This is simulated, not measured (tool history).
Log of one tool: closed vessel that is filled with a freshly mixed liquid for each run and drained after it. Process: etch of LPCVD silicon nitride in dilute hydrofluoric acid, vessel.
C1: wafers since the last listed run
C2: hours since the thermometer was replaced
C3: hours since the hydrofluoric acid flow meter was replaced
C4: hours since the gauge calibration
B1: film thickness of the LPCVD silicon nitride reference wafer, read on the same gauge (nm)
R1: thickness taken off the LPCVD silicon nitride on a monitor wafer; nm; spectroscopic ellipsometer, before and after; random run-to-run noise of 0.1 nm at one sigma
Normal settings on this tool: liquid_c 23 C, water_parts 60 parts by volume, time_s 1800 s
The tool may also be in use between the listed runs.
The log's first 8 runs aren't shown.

{"run": 9, "hour": 624.2, "liquid_c": 23, "water_parts": 60, "time_s": 1800, "C1": 3326, "C2": 335.9, "C3": 654.1, "C4": 235.3, "B1": 79.99, "R1": 12.57}
{"run": 10, "hour": 675.1, "liquid_c": 23, "water_parts": 60, "time_s": 1800, "C1": 1578, "C2": 386.8, "C3": 705, "C4": 286.2, "B1": 79.99, "R1": 12.68}
{"run": 11, "hour": 782.6, "liquid_c": 23, "water_parts": 60, "time_s": 1800, "C1": 3333, "C2": 494.3, "C3": 812.5, "C4": 393.7, "B1": 80, "R1": 12.81}
{"run": 12, "hour": 861.4, "liquid_c": 27.5, "water_parts": 40, "time_s": 955, "C1": 2443, "C2": 573.1, "C3": 891.3, "C4": 472.5, "B1": 79.99, "R1": 13.38}
{"run": 13, "hour": 964.1, "liquid_c": 23, "water_parts": 60, "time_s": 1090, "C1": 3184, "C2": 675.8, "C3": 994, "C4": 575.2, "B1": 80, "R1": 7.75}
{"run": 14, "hour": 1031.9, "liquid_c": 23, "water_parts": 40, "time_s": 1800, "C1": 2102, "C2": 743.6, "C3": 1061.8, "C4": 643, "B1": 79.99, "R1": 19.12}
{"run": 15, "hour": 1109.2, "liquid_c": 23, "water_parts": 60, "time_s": 1800, "C1": 2396, "C2": 820.9, "C3": 1139.1, "C4": 720.3, "B1": 80.02, "R1": 13.14}
{"run": 16, "hour": 1183.4, "liquid_c": 24.5, "water_parts": 60, "time_s": 1800, "C1": 2300, "C2": 895.1, "C3": 1213.3, "C4": 794.5, "B1": 79.99, "R1": 14.35}
{"run": 17, "hour": 1261.7, "liquid_c": 24.5, "water_parts": 85, "time_s": 2500, "C1": 2427, "C2": 973.4, "C3": 1291.6, "C4": 872.8, "B1": 80.01, "R1": 14.01}
{"run": 18, "hour": 1358.1, "liquid_c": 23, "water_parts": 60, "time_s": 1800, "C1": 2988, "C2": 1069.8, "C3": 1388, "C4": 969.2, "B1": 80.02, "R1": 12.98}
{"run": 19, "hour": 1401.0, "liquid_c": 23, "water_parts": 80, "time_s": 1195, "C1": 1330, "C2": 1112.7, "C3": 1430.9, "C4": 1012.1, "B1": 80.02, "R1": 6.51}
{"run": 20, "hour": 1464.0, "liquid_c": 23, "water_parts": 60, "time_s": 1800, "C1": 1953, "C2": 1175.7, "C3": 1493.9, "C4": 1075.1, "B1": 80.01, "R1": 13}
{"hour": 1488.0, "done": "hydrofluoric acid flow meter replaced"}
{"run": 21, "hour": 1512.7, "liquid_c": 20.5, "water_parts": 70, "time_s": 1095, "C1": 1478, "C2": 1224.4, "C3": 24.7, "C4": 1123.8, "B1": 80, "R1": 5.41}
{"run": 22, "hour": 1599.0, "liquid_c": 23, "water_parts": 60, "time_s": 1800, "C1": 2675, "C2": 1310.7, "C3": 111, "C4": 1210.1, "B1": 80, "R1": 12.08}
{"run": 23, "hour": 1661.7, "liquid_c": 20.5, "water_parts": 45, "time_s": 1800, "C1": 1944, "C2": 1373.4, "C3": 173.7, "C4": 1272.8, "B1": 80.01, "R1": 13.67}
{"run": 24, "hour": 1758.4, "liquid_c": 21.5, "water_parts": 45, "time_s": 890, "C1": 2998, "C2": 1470.1, "C3": 270.4, "C4": 1369.5, "B1": 79.99, "R1": 7.1}
{"run": 25, "hour": 1820.8, "liquid_c": 23, "water_parts": 60, "time_s": 2580, "C1": 1934, "C2": 1532.5, "C3": 332.8, "C4": 1431.9, "B1": 80, "R1": 17.56}
{"run": 26, "hour": 1873.5, "liquid_c": 23, "water_parts": 85, "time_s": 2220, "C1": 1633, "C2": 1585.2, "C3": 385.5, "C4": 1484.6, "B1": 80.03, "R1": 10.79}
{"run": 27, "hour": 1959.2, "liquid_c": 21, "water_parts": 60, "time_s": 1190, "C1": 2657, "C2": 1670.9, "C3": 471.2, "C4": 1570.3, "B1": 79.99, "R1": 7.1}
{"run": 28, "hour": 2029.2, "liquid_c": 23, "water_parts": 35, "time_s": 1800, "C1": 2170, "C2": 1740.9, "C3": 541.2, "C4": 1640.3, "B1": 80, "R1": 20.96}
{"run": 29, "hour": 2066.9, "liquid_c": 25.5, "water_parts": 60, "time_s": 1445, "C1": 1168, "C2": 1778.6, "C3": 578.9, "C4": 1678, "B1": 80.01, "R1": 11.73}
{"run": 30, "hour": 2163.7, "liquid_c": 23, "water_parts": 85, "time_s": 2370, "C1": 3001, "C2": 1875.4, "C3": 675.7, "C4": 1774.8, "B1": 79.99, "R1": 11.75}
{"run": 31, "hour": 2230.1, "liquid_c": 23, "water_parts": 60, "time_s": 1800, "C1": 2058, "C2": 1941.8, "C3": 742.1, "C4": 1841.2, "B1": 79.99, "R1": 12.38}
{"run": 32, "hour": 2317.9, "liquid_c": 23, "water_parts": 60, "time_s": 1270, "C1": 2722, "C2": 2029.6, "C3": 829.9, "C4": 1929, "B1": 80, "R1": 8.9}

Each row is a separate what-if for the run after 32, all from the same tool condition, not one after another. Results?
{"run": "A", "hour": 2319.0, "liquid_c": 23, "water_parts": 60, "time_s": 775, "C1": 34, "C2": 2030.7, "C3": 831, "C4": 1930.1, "B1": "?", "R1": "?"}
{"run": "B", "hour": 2319.0, "liquid_c": 19, "water_parts": 45, "time_s": 2385, "C1": 34, "C2": 2030.7, "C3": 831, "C4": 1930.1, "B1": "?", "R1": "?"}
{"run": "C", "hour": 2319.0, "liquid_c": 19, "water_parts": 60, "time_s": 1800, "C1": 34, "C2": 2030.7, "C3": 831, "C4": 1930.1, "B1": "?", "R1": "?"}
{"run": "D", "hour": 2319.0, "liquid_c": 26, "water_parts": 60, "time_s": 2445, "C1": 34, "C2": 2030.7, "C3": 831, "C4": 1930.1, "B1": "?", "R1": "?"}

run=A B1=80.01 R1=5.53
run=B B1=80.01 R1=17.1
run=C B1=80.01 R1=9.76
run=D B1=80.01 R1=21.34
Without the tool's unlogged condition, the same runs would have read:
run=A R1=5.3
run=B R1=16.38
run=C R1=9.35
run=D R1=20.42
